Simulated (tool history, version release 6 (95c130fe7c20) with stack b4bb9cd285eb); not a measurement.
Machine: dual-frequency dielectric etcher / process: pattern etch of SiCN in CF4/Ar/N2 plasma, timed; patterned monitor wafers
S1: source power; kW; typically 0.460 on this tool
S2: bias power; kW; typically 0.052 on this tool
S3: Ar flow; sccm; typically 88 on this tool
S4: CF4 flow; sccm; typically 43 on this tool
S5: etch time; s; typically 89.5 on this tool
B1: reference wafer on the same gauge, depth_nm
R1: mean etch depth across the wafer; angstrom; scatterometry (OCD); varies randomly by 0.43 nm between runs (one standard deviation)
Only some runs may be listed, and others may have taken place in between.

| run | hour | S1 | S2 | S3 | S4 | S5 | B1 | R1 |
|---|---|---|---|---|---|---|---|---|
| 1 | 0.0 | 0.460 | 0.052 | 88 | 43 | 89.5 | 60.5 | 717 |
| 2 | 60.7 | 0.460 | 0.052 | 88 | 43 | 89.5 | 60.5 | 721 |
| 3 | 85.8 | 0.460 | 0.052 | 88 | 43 | 89.5 | 60.6 | 721 |
| 4 | 111.7 | 0.540 | 0.052 | 88 | 43 | 67.5 | 60.5 | 645 |
| 5 | 151.2 | 0.490 | 0.052 | 88 | 34 | 68.5 | 60.4 | 552 |
| 6 | 182.7 | 0.420 | 0.052 | 96 | 43 | 89.5 | 60.5 | 651 |
| 7 | 216.1 | 0.460 | 0.052 | 88 | 43 | 89.5 | 60.6 | 716 |
| 8 | 273.5 | 0.380 | 0.052 | 88 | 43 | 89.5 | 60.5 | 581 |
| 9 | 324.7 | 0.460 | 0.052 | 88 | 38 | 75.0 | 60.5 | 583 |
|  | 370.7 | Ar flow controller replaced |
|  | 374.6 | wet clean of the chamber |
| 10 | 396.1 | 0.460 | 0.052 | 88 | 37 | 89.5 | 60.5 | 693 |
| 11 | 422.0 | 0.540 | 0.044 | 109 | 43 | 107.5 | 60.5 | 953 |
| 12 | 477.1 | 0.460 | 0.052 | 88 | 43 | 89.5 | 60.6 | 717 |
| 13 | 527.2 | 0.460 | 0.052 | 88 | 38 | 75.0 | 60.6 | 589 |
|  | 645.8 | CF4 flow controller replaced |
|  | 659.4 | source power generator calibrated |
| 14 | 740.5 | 0.540 | 0.052 | 88 | 43 | 89.5 | 60.5 | 819 |
| 15 | 799.8 | 0.460 | 0.052 | 88 | 43 | 89.5 | 60.5 | 683 |
| 16 | 865.0 | 0.420 | 0.058 | 98 | 43 | 98.0 | 60.5 | 692 |
| 17 | 899.2 | 0.460 | 0.052 | 88 | 37 | 89.5 | 60.5 | 666 |
| 18 | 926.5 | 0.390 | 0.052 | 94 | 43 | 89.5 | 60.6 | 571 |
|  | 961.4 | wet clean of the chamber |
| 19 | 986.1 | 0.390 | 0.048 | 88 | 43 | 89.5 | 60.5 | 571 |
| 20 | 1015.0 | 0.560 | 0.052 | 69 | 39 | 69.5 | 60.5 | 660 |
| 21 | 1047.8 | 0.460 | 0.052 | 88 | 53 | 89.5 | 60.5 | 726 |
| 22 | 1107.6 | 0.460 | 0.052 | 88 | 43 | 89.5 | 60.5 | 697 |

Give the tool's hidden conditions for every run:
etch rate over this chamber's usual, %: 0 at every run
bias power that arrives over what is set, %: 0 at every run
Ar flow that arrives over what is set, %: 0 at every run
CF4 flow that arrives over what is set, %: 0 at every run
gauge reads high (%): 0 at every run
H1: source power that arrives over what is set, %
| run | H1 |
|---|---|
| 1 | 5.19 |
| 2 | 5.21 |
| 3 | 5.21 |
| 4 | 5.22 |
| 5 | 5.22 |
| 6 | 5.23 |
| 7 | 5.24 |
| 8 | 5.25 |
| 9 | 5.26 |
| 10 | 5.27 |
| 11 | 5.28 |
| 12 | 5.29 |
| 13 | 5.29 |
| 14 | 0.198 |
| 15 | 0.392 |
| 16 | 0.596 |
| 17 | 0.699 |
| 18 | 0.78 |
| 19 | 0.952 |
| 20 | 1.03 |
| 21 | 1.12 |
| 22 | 1.28 |
